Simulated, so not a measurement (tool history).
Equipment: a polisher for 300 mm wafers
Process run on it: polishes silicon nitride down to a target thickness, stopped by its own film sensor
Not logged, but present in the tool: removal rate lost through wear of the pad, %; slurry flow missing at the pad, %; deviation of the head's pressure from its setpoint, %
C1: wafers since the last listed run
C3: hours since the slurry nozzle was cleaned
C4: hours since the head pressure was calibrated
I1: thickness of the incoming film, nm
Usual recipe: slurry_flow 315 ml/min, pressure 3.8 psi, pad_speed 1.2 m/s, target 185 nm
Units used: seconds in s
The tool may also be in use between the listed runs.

{"run": 1, "hour": 0.0, "slurry_flow": 315, "pressure": 3.8, "pad_speed": 1.2, "target": 185, "C1": 0, "wafers polished on this pad": 70, "C3": 599, "C4": 1399.3, "I1": 380.7, "seconds": 97.7}
{"run": 2, "hour": 16.5, "slurry_flow": 315, "pressure": 3.8, "pad_speed": 1.2, "target": 185, "C1": 152, "wafers polished on this pad": 223, "C3": 615.5, "C4": 1415.8, "I1": 376.4, "seconds": 95.1}
{"run": 3, "hour": 34.1, "slurry_flow": 315, "pressure": 3.8, "pad_speed": 1.2, "target": 185, "C1": 162, "wafers polished on this pad": 386, "C3": 633.1, "C4": 1433.4, "I1": 383, "seconds": 100}
{"run": 4, "hour": 52.0, "slurry_flow": 315, "pressure": 3.8, "pad_speed": 1.2, "target": 185, "C1": 165, "wafers polished on this pad": 552, "C3": 651, "C4": 1451.3, "I1": 378, "seconds": 97.9}
{"run": 5, "hour": 66.3, "slurry_flow": 315, "pressure": 3.8, "pad_speed": 1.2, "target": 185, "C1": 132, "wafers polished on this pad": 684, "C3": 665.3, "C4": 1465.6, "I1": 380.8, "seconds": 100.1}
{"run": 6, "hour": 81.5, "slurry_flow": 315, "pressure": 3.8, "pad_speed": 1.2, "target": 185, "C1": 140, "wafers polished on this pad": 825, "C3": 680.5, "C4": 1480.8, "I1": 376.5, "seconds": 99.6}
{"run": 7, "hour": 96.6, "slurry_flow": 315, "pressure": 3.8, "pad_speed": 1.2, "target": 185, "C1": 139, "wafers polished on this pad": 965, "C3": 695.6, "C4": 1495.9, "I1": 382.3, "seconds": 103.7}
{"hour": 110.0, "done": "worn pad replaced by a new one"}
{"run": 8, "hour": 136.7, "slurry_flow": 315, "pressure": 3.8, "pad_speed": 1.2, "target": 185, "C1": 334, "wafers polished on this pad": 247, "C3": 735.7, "C4": 1536, "I1": 382.4, "seconds": 100.1}
{"run": 9, "hour": 149.4, "slurry_flow": 315, "pressure": 3.8, "pad_speed": 1.2, "target": 140, "C1": 117, "wafers polished on this pad": 364, "C3": 748.4, "C4": 1548.7, "I1": 379.3, "seconds": 120.3}
{"run": 10, "hour": 166.0, "slurry_flow": 315, "pressure": 3.8, "pad_speed": 1.2, "target": 140, "C1": 153, "wafers polished on this pad": 518, "C3": 765, "C4": 1565.3, "I1": 378, "seconds": 121.2}
{"run": 11, "hour": 173.4, "slurry_flow": 315, "pressure": 3.8, "pad_speed": 1.2, "target": 140, "C1": 68, "wafers polished on this pad": 586, "C3": 772.4, "C4": 1572.7, "I1": 375.6, "seconds": 121.9}
{"run": 12, "hour": 180.6, "slurry_flow": 315, "pressure": 3.8, "pad_speed": 1.2, "target": 185, "C1": 66, "wafers polished on this pad": 653, "C3": 779.6, "C4": 1579.9, "I1": 377.3, "seconds": 98.5}
{"hour": 191.1, "done": "head pressure recalibrated"}
{"run": 13, "hour": 193.0, "slurry_flow": 315, "pressure": 3.8, "pad_speed": 1.2, "target": 185, "C1": 96, "wafers polished on this pad": 749, "C3": 792, "C4": 1.9, "I1": 377, "seconds": 100.7}
{"run": 14, "hour": 208.7, "slurry_flow": 315, "pressure": 3.8, "pad_speed": 1.2, "target": 185, "C1": 145, "wafers polished on this pad": 895, "C3": 807.7, "C4": 17.6, "I1": 382.4, "seconds": 104.7}
{"run": 15, "hour": 215.7, "slurry_flow": 400, "pressure": 3.8, "pad_speed": 1.2, "target": 185, "C1": 64, "wafers polished on this pad": 960, "C3": 814.7, "C4": 24.6, "I1": 383.8, "seconds": 102.5}
{"hour": 223.6, "done": "worn pad replaced by a new one"}
{"run": 16, "hour": 225.1, "slurry_flow": 400, "pressure": 3.8, "pad_speed": 1.2, "target": 185, "C1": 50, "wafers polished on this pad": 13, "C3": 824.1, "C4": 34, "I1": 385.2, "seconds": 99.9}
{"run": 17, "hour": 239.7, "slurry_flow": 400, "pressure": 3.8, "pad_speed": 1.2, "target": 185, "C1": 135, "wafers polished on this pad": 148, "C3": 838.7, "C4": 48.6, "I1": 380.1, "seconds": 97.1}
{"run": 18, "hour": 247.0, "slurry_flow": 315, "pressure": 4.7, "pad_speed": 1.2, "target": 185, "C1": 67, "wafers polished on this pad": 216, "C3": 846, "C4": 55.9, "I1": 384, "seconds": 82.7}
{"run": 19, "hour": 255.7, "slurry_flow": 370, "pressure": 2.9, "pad_speed": 0.8, "target": 240, "C1": 80, "wafers polished on this pad": 297, "C3": 854.7, "C4": 64.6, "I1": 373.4, "seconds": 122.5}
{"run": 20, "hour": 273.5, "slurry_flow": 405, "pressure": 3.2, "pad_speed": 0.8, "target": 185, "C1": 164, "wafers polished on this pad": 461, "C3": 872.5, "C4": 82.4, "I1": 381.3, "seconds": 162.4}
{"run": 21, "hour": 290.7, "slurry_flow": 315, "pressure": 3.8, "pad_speed": 1.2, "target": 185, "C1": 159, "wafers polished on this pad": 621, "C3": 889.7, "C4": 99.6, "I1": 386.6, "seconds": 105.8}
{"run": 22, "hour": 305.1, "slurry_flow": 315, "pressure": 3.8, "pad_speed": 1.2, "target": 155, "C1": 133, "wafers polished on this pad": 754, "C3": 904.1, "C4": 114, "I1": 382.5, "seconds": 120.3}
{"hour": 309.2, "done": "slurry nozzle cleaned"}
{"run": 23, "hour": 315.7, "slurry_flow": 315, "pressure": 3.8, "pad_speed": 0.9, "target": 185, "C1": 88, "wafers polished on this pad": 843, "C3": 6.5, "C4": 124.6, "I1": 379, "seconds": 122.7}
{"hour": 326.8, "done": "worn pad replaced by a new one"}
{"run": 24, "hour": 327.3, "slurry_flow": 315, "pressure": 3.1, "pad_speed": 1.2, "target": 117, "C1": 70, "wafers polished on this pad": 5, "C3": 18.1, "C4": 136.2, "I1": 380.7, "seconds": 157.2}
{"run": 25, "hour": 339.3, "slurry_flow": 315, "pressure": 3.8, "pad_speed": 1.2, "target": 185, "C1": 111, "wafers polished on this pad": 116, "C3": 30.1, "C4": 148.2, "I1": 386, "seconds": 98.4}
{"run": 26, "hour": 354.3, "slurry_flow": 315, "pressure": 3.8, "pad_speed": 1.2, "target": 185, "C1": 138, "wafers polished on this pad": 255, "C3": 45.1, "C4": 163.2, "I1": 383.7, "seconds": 97.6}
{"run": 27, "hour": 363.6, "slurry_flow": 315, "pressure": 4.4, "pad_speed": 1.2, "target": 185, "C1": 86, "wafers polished on this pad": 341, "C3": 54.4, "C4": 172.5, "I1": 373.3, "seconds": 78.9}
{"run": 28, "hour": 379.8, "slurry_flow": 315, "pressure": 3.3, "pad_speed": 1.2, "target": 185, "C1": 150, "wafers polished on this pad": 491, "C3": 70.6, "C4": 188.7, "I1": 387.9, "seconds": 114.6}
{"run": 29, "hour": 397.7, "slurry_flow": 315, "pressure": 3.8, "pad_speed": 1.2, "target": 247, "C1": 165, "wafers polished on this pad": 656, "C3": 88.5, "C4": 206.6, "I1": 383.1, "seconds": 66.8}
{"run": 30, "hour": 423.0, "slurry_flow": 250, "pressure": 3.8, "pad_speed": 1.2, "target": 185, "C1": 234, "wafers polished on this pad": 891, "C3": 113.8, "C4": 231.9, "I1": 378.3, "seconds": 100.7}
{"hour": 433.0, "done": "worn pad replaced by a new one"}
{"run": 31, "hour": 433.5, "slurry_flow": 275, "pressure": 3.8, "pad_speed": 0.9, "target": 220, "C1": 60, "wafers polished on this pad": 4, "C3": 124.3, "C4": 242.4, "I1": 381.1, "seconds": 99.2}
{"run": 32, "hour": 437.9, "slurry_flow": 315, "pressure": 3.8, "pad_speed": 1.2, "target": 185, "C1": 40, "wafers polished on this pad": 45, "C3": 128.7, "C4": 246.8, "I1": 381.7, "seconds": 95.9}
{"run": 33, "hour": 450.4, "slurry_flow": 285, "pressure": 4.7, "pad_speed": 1.44, "target": 205, "C1": 115, "wafers polished on this pad": 161, "C3": 141.2, "C4": 259.3, "I1": 382.8, "seconds": 61.8}
{"run": 34, "hour": 459.4, "slurry_flow": 395, "pressure": 4.8, "pad_speed": 1.54, "target": 158, "C1": 83, "wafers polished on this pad": 244, "C3": 150.2, "C4": 268.3, "I1": 372.7, "seconds": 66.6}
{"run": 35, "hour": 472.0, "slurry_flow": 415, "pressure": 3.8, "pad_speed": 0.96, "target": 249, "C1": 116, "wafers polished on this pad": 361, "C3": 162.8, "C4": 280.9, "I1": 380, "seconds": 74.9}
{"run": 36, "hour": 481.6, "slurry_flow": 250, "pressure": 3.8, "pad_speed": 1.2, "target": 185, "C1": 88, "wafers polished on this pad": 449, "C3": 172.4, "C4": 290.5, "I1": 381.4, "seconds": 99.2}
{"run": 37, "hour": 497.5, "slurry_flow": 235, "pressure": 2.6, "pad_speed": 1.48, "target": 208, "C1": 147, "wafers polished on this pad": 597, "C3": 188.3, "C4": 306.4, "I1": 382.1, "seconds": 109.8}

Hidden state or all else? Some run-to-run changes of seconds, split into what the settings, what came in and random variation would give without the hidden state, and what is left for the hidden state (with any gauge scatter that isn't in both results):
Run 15 -> 16: worn pad replaced by a new one. seconds -2.6 s: hidden state -3.2, all else +0.6.
Run 20 -> 21: slurry_flow 405 -> 315, pressure 3.2 -> 3.8, pad_speed 0.8 -> 1.2. seconds -56.6 s: hidden state -1.3, all else -55.3.
Run 22 -> 23: pad_speed 1.2 -> 0.9, target 155 -> 185, slurry nozzle cleaned. seconds +2.4 s: hidden state -7.6, all else +10.
Run 23 -> 24: pressure 3.8 -> 3.1, pad_speed 0.9 -> 1.2, target 185 -> 117, worn pad replaced by a new one. seconds +34.5 s: hidden state -3.8, all else +38.3.
Run 24 -> 25: pressure 3.1 -> 3.8, target 117 -> 185. seconds -58.8 s: hidden state -0.1, all else -58.7.
Run 28 -> 29: pressure 3.3 -> 3.8, target 185 -> 247. seconds -47.8 s: hidden state -0.2, all else -47.6.

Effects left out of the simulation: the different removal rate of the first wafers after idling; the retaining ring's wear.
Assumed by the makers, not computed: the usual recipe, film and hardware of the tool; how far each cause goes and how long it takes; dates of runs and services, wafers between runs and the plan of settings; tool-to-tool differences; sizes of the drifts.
